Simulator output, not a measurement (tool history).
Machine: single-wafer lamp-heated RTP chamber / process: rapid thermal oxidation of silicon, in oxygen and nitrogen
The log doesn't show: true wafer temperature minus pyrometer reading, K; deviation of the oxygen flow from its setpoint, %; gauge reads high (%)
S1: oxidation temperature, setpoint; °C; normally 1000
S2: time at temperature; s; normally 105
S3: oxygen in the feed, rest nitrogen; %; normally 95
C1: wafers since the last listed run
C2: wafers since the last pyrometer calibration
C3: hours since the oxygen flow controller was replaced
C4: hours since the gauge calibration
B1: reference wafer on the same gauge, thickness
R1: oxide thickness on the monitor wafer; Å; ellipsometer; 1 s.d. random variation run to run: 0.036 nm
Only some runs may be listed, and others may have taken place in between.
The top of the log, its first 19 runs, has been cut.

run,day,S1,S2,S3,C1,C2,C3,C4,B1,R1
20,8.908,980,124,81,74,489,4903.6,412.6,7.5,69.24
21,9.625,1000,119,95,126,615,4920.8,429.8,7.496,83.8
22,10.112,1000,105,95,85,701,4932.5,441.5,7.501,78.89
23,10.475,1013,125,95,63,764,4941.2,450.2,7.496,94.16
24,10.779,1000,105,95,53,818,4948.5,457.5,7.503,78.92
25,11.192,1000,58,95,72,890,4958.4,467.4,7.504,60.15
26,12.4,1000,136,98,212,1103,4987.4,496.4,7.496,89.27
# day 13.212: oxygen flow controller replaced
27,13.233,1000,136,98,87,1191,0.5,516.4,7.501,88.85
28,13.596,1000,85,95,63,1255,9.2,525.1,7.498,71.61
29,14.138,985,105,95,95,1350,22.2,538.1,7.504,70.92
30,14.604,1019,86,82,82,1432,33.4,549.3,7.5,78.65
# day 14.875: gauge calibrated
31,15.612,975,105,95,177,1610,57.6,17.7,7.497,65.44
32,16.067,978,105,98,79,1689,68.5,28.6,7.497,67.71
33,16.404,1000,147,95,59,1749,76.6,36.7,7.498,92.84
34,17.071,1000,105,95,117,1866,92.6,52.7,7.504,78.29
35,17.642,1000,105,95,100,1967,106.3,66.4,7.493,79.44
36,18.338,1011,105,73,122,2089,123,83.1,7.505,77.66
37,19.683,1000,132,98,236,2326,155.3,115.4,7.502,87.82
38,20.088,1000,105,95,71,2397,165,125.1,7.5,78.97

4 options for the next run, each taken on its own from the tool as it stands now. Forecast them:
A,20.108,991,105,95,3,2401,165.5,125.6,?,?
B,20.108,1000,122,98,3,2401,165.5,125.6,?,?
C,20.108,986,143,95,3,2401,165.5,125.6,?,?
D,20.108,1025,105,98,3,2401,165.5,125.6,?,?

run,B1,R1
A,7.495,73.37
B,7.495,84.98
C,7.495,81.34
D,7.495,95.27
Without the tool's unlogged condition, the same runs would have read:
run,R1
A,73.37
B,84.98
C,81.34
D,95.27
